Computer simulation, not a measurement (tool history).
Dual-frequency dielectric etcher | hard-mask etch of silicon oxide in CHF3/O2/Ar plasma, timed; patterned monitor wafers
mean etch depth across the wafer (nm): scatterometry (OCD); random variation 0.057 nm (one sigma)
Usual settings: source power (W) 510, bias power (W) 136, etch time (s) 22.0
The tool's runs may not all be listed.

| run | hour | source power (W) | bias power (W) | etch time (s) | read-back reference wafer on the same gauge, depth_nm | mean etch depth across the wafer (nm) |
|---|---|---|---|---|---|---|
| 1 | 0.0 | 510 | 121 | 17.0 | 41.50 | 28.50 |
| 2 | 13.3 | 510 | 121 | 17.0 | 41.50 | 28.53 |
| 3 | 30.5 | 510 | 121 | 17.0 | 41.50 | 28.52 |
| 4 | 41.0 | 510 | 136 | 19.0 | 41.52 | 33.14 |
| 5 | 55.4 | 450 | 136 | 22.0 | 41.50 | 37.04 |
| 6 | 62.5 | 510 | 136 | 22.0 | 41.50 | 38.43 |
|  | 91.2 | gauge calibrated |
|  | 95.6 | wet clean of the chamber |
|  | 97.6 | upper electrode replaced |
| 7 | 98.1 | 510 | 136 | 22.0 | 41.47 | 37.57 |
| 8 | 98.4 | 510 | 136 | 22.0 | 41.50 | 37.75 |
| 9 | 98.8 | 510 | 136 | 22.0 | 41.49 | 37.63 |
|  | 108.0 | bias power generator calibrated |
| 10 | 113.5 | 510 | 136 | 22.0 | 41.50 | 37.65 |
| 11 | 119.7 | 600 | 157 | 22.0 | 41.51 | 41.50 |
| 12 | 130.9 | 510 | 152 | 19.5 | 41.52 | 34.68 |
| 13 | 145.8 | 410 | 136 | 19.5 | 41.50 | 31.32 |
| 14 | 158.2 | 540 | 155 | 24.5 | 41.53 | 44.48 |
| 15 | 171.3 | 410 | 122 | 27.5 | 41.49 | 42.75 |
| 16 | 182.3 | 470 | 136 | 27.5 | 41.53 | 46.11 |
| 17 | 190.1 | 460 | 119 | 19.5 | 41.52 | 31.18 |
|  | 202.1 | source power generator calibrated |
| 18 | 202.6 | 390 | 113 | 24.0 | 41.49 | 36.09 |
| 19 | 212.9 | 410 | 154 | 25.5 | 41.52 | 42.87 |
| 20 | 219.8 | 590 | 136 | 22.0 | 41.49 | 39.59 |
| 21 | 231.0 | 610 | 160 | 28.5 | 41.52 | 54.65 |
| 22 | 238.5 | 510 | 136 | 17.0 | 41.47 | 29.31 |
| 23 | 253.6 | 510 | 136 | 22.0 | 41.50 | 37.98 |
| 24 | 264.5 | 620 | 125 | 24.5 | 41.49 | 43.67 |
| 25 | 280.1 | 590 | 118 | 18.0 | 41.53 | 31.17 |
| 26 | 290.7 | 590 | 118 | 18.0 | 41.49 | 31.13 |
| 27 | 303.8 | 460 | 136 | 18.5 | 41.50 | 31.03 |
| 28 | 317.5 | 620 | 125 | 24.5 | 41.53 | 43.93 |
| 29 | 331.2 | 510 | 136 | 26.0 | 41.51 | 45.02 |

5 ways to go on from here, each from the tool as it stands after run 29. What would each give?
| A | 331.6 | 460 | 136 | 22.0 | ? | ? |
| B | 331.6 | 510 | 127 | 16.0 | ? | ? |
| C | 331.6 | 580 | 136 | 20.0 | ? | ? |
| D | 331.6 | 630 | 136 | 17.5 | ? | ? |
| E | 331.6 | 610 | 136 | 18.5 | ? | ? |

| run | read-back reference wafer on the same gauge, depth_nm | mean etch depth across the wafer (nm) |
|---|---|---|
| A | 41.51 | 37.00 |
| B | 41.51 | 27.16 |
| C | 41.51 | 36.06 |
| D | 41.51 | 32.38 |
| E | 41.51 | 33.88 |
Without the tool's hidden state the same runs would have given:
| run | mean etch depth across the wafer (nm) |
|---|---|
| A | 36.59 |
| B | 26.86 |
| C | 35.66 |
| D | 32.01 |
| E | 33.50 |
